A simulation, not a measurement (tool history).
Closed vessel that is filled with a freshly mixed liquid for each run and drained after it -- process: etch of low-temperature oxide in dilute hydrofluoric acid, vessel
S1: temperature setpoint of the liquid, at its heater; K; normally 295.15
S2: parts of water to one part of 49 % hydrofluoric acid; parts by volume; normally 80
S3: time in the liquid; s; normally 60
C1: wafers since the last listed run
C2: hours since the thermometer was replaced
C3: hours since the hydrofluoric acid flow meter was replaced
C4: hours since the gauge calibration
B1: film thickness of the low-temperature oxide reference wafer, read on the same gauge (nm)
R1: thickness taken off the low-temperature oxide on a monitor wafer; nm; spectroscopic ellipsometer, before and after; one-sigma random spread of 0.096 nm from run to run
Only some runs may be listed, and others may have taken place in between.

| run | hour | S1 | S2 | S3 | C1 | C2 | C3 | C4 | B1 | R1 |
|---|---|---|---|---|---|---|---|---|---|---|
| 1 | 0 | 295.15 | 80 | 60 | 0 | 2334.2 | 752 | 356.2 | 99.99 | 23.29 |
| 2 | 30.6 | 295.15 | 80 | 60 | 3032 | 2364.8 | 782.6 | 386.8 | 99.99 | 23.32 |
| 3 | 137.7 | 295.15 | 80 | 60 | 10612 | 2471.9 | 889.7 | 493.9 | 100 | 23.43 |
| 4 | 153.1 | 295.15 | 105 | 60 | 1526 | 2487.3 | 905.1 | 509.3 | 100.01 | 17.57 |
|  | 164.9 | gauge calibrated |
| 5 | 183.8 | 295.15 | 105 | 60 | 3042 | 2518 | 935.8 | 18.9 | 100 | 17.36 |
| 6 | 198.1 | 295.15 | 105 | 60 | 1417 | 2532.3 | 950.1 | 33.2 | 100 | 17.56 |
| 7 | 218 | 295.15 | 80 | 60 | 1971 | 2552.2 | 970 | 53.1 | 99.99 | 23.72 |
| 8 | 246.9 | 295.15 | 80 | 70 | 2863 | 2581.1 | 998.9 | 82 | 100 | 27.91 |
|  | 265.1 | thermometer replaced |
| 9 | 272.5 | 293.65 | 45 | 60 | 2437 | 7.4 | 1024.5 | 107.6 | 100 | 41.43 |
|  | 307.1 | hydrofluoric acid flow meter replaced |
| 10 | 370.2 | 295.15 | 115 | 30 | 9582 | 105.1 | 63.1 | 205.3 | 100.01 | 7.32 |
| 11 | 392.1 | 296.65 | 55 | 45 | 2170 | 127 | 85 | 227.2 | 99.98 | 26.49 |
| 12 | 424.4 | 295.15 | 80 | 60 | 3200 | 159.3 | 117.3 | 259.5 | 99.99 | 21.89 |

Run 13, settings as shown, results not yet in. Your forecast:
| 13 | 436.6 | 295.15 | 80 | 60 | 1208 | 171.5 | 129.5 | 271.7 | ? | ? |

B1: 100
R1: 22.03 nm
The same run, on a tool lacking any hidden state, would have yielded R1 21.47 nm.

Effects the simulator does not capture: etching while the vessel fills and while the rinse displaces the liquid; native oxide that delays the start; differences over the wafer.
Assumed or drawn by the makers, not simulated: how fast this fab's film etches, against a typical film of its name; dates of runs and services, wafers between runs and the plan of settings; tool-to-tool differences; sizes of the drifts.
